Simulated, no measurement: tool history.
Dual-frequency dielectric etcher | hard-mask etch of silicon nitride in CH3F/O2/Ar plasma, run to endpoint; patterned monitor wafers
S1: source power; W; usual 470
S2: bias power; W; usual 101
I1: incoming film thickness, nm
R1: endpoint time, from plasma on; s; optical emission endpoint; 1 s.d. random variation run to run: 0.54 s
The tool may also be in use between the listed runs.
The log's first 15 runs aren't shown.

| run | hour | S1 | S2 | I1 | R1 |
|---|---|---|---|---|---|
| 16 | 472.7 | 400 | 93 | 55.2 | 83 |
| 17 | 485.5 | 470 | 101 | 54.3 | 78.6 |
| 18 | 507.4 | 400 | 101 | 54.9 | 80.8 |
| 19 | 520.7 | 470 | 101 | 55.2 | 77.4 |
|  | 560.4 | wet clean of the chamber |
| 20 | 560.9 | 420 | 117 | 55.4 | 70.7 |
| 21 | 579 | 470 | 101 | 54.9 | 74.5 |
| 22 | 601.4 | 410 | 101 | 55 | 77.5 |
| 23 | 620 | 410 | 116 | 54.2 | 70 |
| 24 | 648.1 | 420 | 117 | 55.4 | 71.7 |
| 25 | 730.6 | 570 | 121 | 54.7 | 66.3 |
| 26 | 754.5 | 550 | 125 | 55.1 | 65.9 |
| 27 | 784.2 | 470 | 101 | 55 | 75.9 |
| 28 | 819.3 | 520 | 82 | 54.9 | 83.6 |
| 29 | 840.9 | 360 | 112 | 54.5 | 74.1 |
| 30 | 873.8 | 520 | 115 | 54.1 | 69.2 |
| 31 | 890.3 | 570 | 87 | 54.6 | 79.9 |
| 32 | 909.5 | 470 | 101 | 54.9 | 76.3 |
| 33 | 929 | 470 | 101 | 55.1 | 76.9 |
| 34 | 954.9 | 420 | 121 | 54.7 | 71.8 |
| 35 | 983.4 | 370 | 122 | 55.2 | 73.7 |
| 36 | 1004.9 | 510 | 90 | 55.3 | 81.3 |

Each row is a separate what-if for the run after 36, all from the same tool condition, not one after another. Results?
| A | 1005.3 | 470 | 93 | 55.2 | ? |
| B | 1005.3 | 400 | 86 | 55.2 | ? |
| C | 1005.3 | 350 | 117 | 55.2 | ? |

| run | R1 |
|---|---|
| A | 82.4 |
| B | 88.4 |
| C | 77.1 |
Without the tool's hidden state the same runs would have given:
| run | R1 |
|---|---|
| A | 80 |
| B | 85.8 |
| C | 74.9 |
